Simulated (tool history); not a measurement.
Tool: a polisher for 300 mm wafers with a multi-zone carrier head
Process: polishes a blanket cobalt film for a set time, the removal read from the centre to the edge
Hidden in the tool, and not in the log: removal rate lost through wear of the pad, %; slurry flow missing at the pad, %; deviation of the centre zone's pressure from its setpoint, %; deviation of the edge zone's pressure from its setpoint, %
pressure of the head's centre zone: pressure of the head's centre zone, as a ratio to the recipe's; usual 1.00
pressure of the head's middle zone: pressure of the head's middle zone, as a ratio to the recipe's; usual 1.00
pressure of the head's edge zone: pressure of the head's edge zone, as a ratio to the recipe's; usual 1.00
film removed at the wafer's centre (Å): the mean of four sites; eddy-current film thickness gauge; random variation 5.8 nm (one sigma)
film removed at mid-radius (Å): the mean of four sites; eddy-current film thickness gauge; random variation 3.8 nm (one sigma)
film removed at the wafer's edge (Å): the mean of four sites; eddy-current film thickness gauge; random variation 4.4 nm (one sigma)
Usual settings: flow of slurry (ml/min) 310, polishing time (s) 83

run   hour  flow of slurry (ml/min)  pressure of the head's centre zone  pressure of the head's middle zone  pressure of the head's edge zone  polishing time (s)  wafers since the last listed run  wafers polished on this pad  hours since the slurry nozzle was cleaned  hours since the centre zone pressure was calibrated  hours since the edge zone pressure was calibrated  hours since the carrier head's membrane was replaced  incoming thickness of the incoming film, nm  film removed at the wafer's centre (Å)  film removed at mid-radius (Å)  film removed at the wafer's edge (Å)
  1    0.0                      310                                1.00                                1.00                              1.00                  65                                 0                          690                                      446.2                                                 36.6                                               46.0                                                1536.0                                       1568.0                                    3743                            3766                                  3739
  2   17.4                      310                                1.00                                1.00                              1.00                  83                               115                          805                                      463.6                                                 54.0                                               63.4                                                1553.4                                       1582.8                                    4658                            4696                                  4830
  3   48.0                      310                                1.00                                1.00                              1.00                  83                               202                         1008                                      494.2                                                 84.6                                               94.0                                                1584.0                                       1562.3                                    4670                            4650                                  4840
      62.7  -- slurry nozzle cleaned
  4   74.6                      310                                1.00                                1.00                              1.00                  56                               169                         1177                                       11.9                                                111.2                                              120.6                                                1610.6                                       1560.3                                    3476                            3477                                  3430
  5   91.4                      310                                1.06                                1.00                              1.00                  83                               111                         1289                                       28.7                                                128.0                                              137.4                                                1627.4                                       1585.0                                    5344                            5041                                  5123
     103.9  -- worn pad replaced by a new one
  6  125.7                      310                                1.00                                1.00                              1.00                  83                               200                          144                                       63.0                                                162.3                                              171.7                                                1661.7                                       1602.6                                    5103                            5110                                  5070
  7  145.2                      375                                0.92                                1.00                              1.00                  83                               129                          273                                       82.5                                                181.8                                              191.2                                                1681.2                                       1573.1                                    4834                            5217                                  5176
  8  213.3                      310                                1.00                                1.00                              1.00                  67                               451                          724                                      150.6                                                249.9                                              259.3                                                1749.3                                       1561.9                                    4085                            4015                                  4061
     224.4  -- carrier head's membrane replaced by a new one
  9  227.7                      310                                1.00                                1.00                              0.94                  83                                62                          787                                      165.0                                                264.3                                              273.7                                                   3.3                                       1603.7                                    5026                            5021                                  4948
 10  261.9                      200                                1.00                                1.00                              1.00                  83                               226                         1013                                      199.2                                                298.5                                              307.9                                                  37.5                                       1594.1                                    4630                            4648                                  4769
 11  277.9                      310                                0.92                                1.00                              1.00                  83                               105                         1119                                      215.2                                                314.5                                              323.9                                                  53.5                                       1579.8                                    4553                            4953                                  5051
 12  312.1                      225                                0.96                                1.00                              1.00                 100                               226                         1346                                      249.4                                                348.7                                              358.1                                                  87.7                                       1599.4                                    5458                            5623                                  5739
     319.4  -- worn pad replaced by a new one
 13  336.2                      310                                1.08                                1.00                              1.00                  83                               133                          111                                      273.5                                                372.8                                              382.2                                                 111.8                                       1583.8                                    5336                            4980                                  5003
 14  354.4                      310                                0.96                                1.00                              1.04                  83                               120                          231                                      291.7                                                391.0                                              400.4                                                 130.0                                       1576.4                                    4766                            4944                                  5063
 15  381.1                      310                                1.00                                1.00                              1.00                  83                               176                          408                                      318.4                                                417.7                                              427.1                                                 156.7                                       1599.2                                    4965                            4919                                  4974
 16  410.1                      310                                0.90                                1.07                              1.11                  96                               192                          600                                      347.4                                                446.7                                              456.1                                                 185.7                                       1574.7                                    5094                            5844                                  5985
 17  440.8                      310                                1.00                                1.04                              1.09                  63                               203                          803                                      378.1                                                477.4                                              486.8                                                 216.4                                       1592.7                                    3744                            3773                                  3877
     449.9  -- centre zone pressure recalibrated
 18  476.8                      310                                1.10                                1.00                              1.00                  83                               225                         1029                                      414.1                                                 26.9                                              522.8                                                 252.4                                       1586.4                                    5162                            4781                                  4925
 19  493.8                      310                                0.90                                1.07                              1.11                  96                               112                         1141                                      431.1                                                 43.9                                              539.8                                                 269.4                                       1577.6                                    4947                            5790                                  5844
     517.8  -- worn pad replaced by a new one
 20  518.3                      310                                1.00                                1.00                              1.00                  83                               135                            3                                      455.6                                                 68.4                                              564.3                                                 293.9                                       1611.5                                    4724                            4801                                  4852
 21  537.6                      310                                1.00                                1.00                              1.00                  83                               127                          131                                      474.9                                                 87.7                                              583.6                                                 313.2                                       1576.4                                    4718                            4752                                  4806
 22  564.5                      310                                1.00                                1.00                              1.00                  83                               178                          309                                      501.8                                                114.6                                              610.5                                                 340.1                                       1579.3                                    4695                            4757                                  4836
 23  593.6                      365                                1.00                                1.00                              1.00                  66                               192                          502                                      530.9                                                143.7                                              639.6                                                 369.2                                       1578.1                                    3859                            3785                                  3884

Forecast each of these 3 alternatives for the next run:
  A  594.1                      310                                1.00                                1.00                              1.00                  83                                 3                          505                                      531.4                                                144.2                                              640.1                                                 369.7                                       1591.0                                       ?                               ?                                     ?
  B  594.1                      265                                1.00                                1.04                              1.00                  83                                 3                          505                                      531.4                                                144.2                                              640.1                                                 369.7                                       1591.0                                       ?                               ?                                     ?
  C  594.1                      275                                1.00                                1.00                              0.96                 100                                 3                          505                                      531.4                                                144.2                                              640.1                                                 369.7                                       1591.0                                       ?                               ?                                     ?

run  film removed at the wafer's centre (Å)  film removed at mid-radius (Å)  film removed at the wafer's edge (Å)
  A                                    4659                            4698                                  4766
  B                                    4478                            4648                                  4646
  C                                    5449                            5514                                  5557
Without the tool's hidden state the same runs would have given:
run  film removed at the wafer's centre (Å)  film removed at mid-radius (Å)  film removed at the wafer's edge (Å)
  A                                    5173                            5161                                  5111
  B                                    5073                            5196                                  5040
  C                                    6142                            6136                                  6011
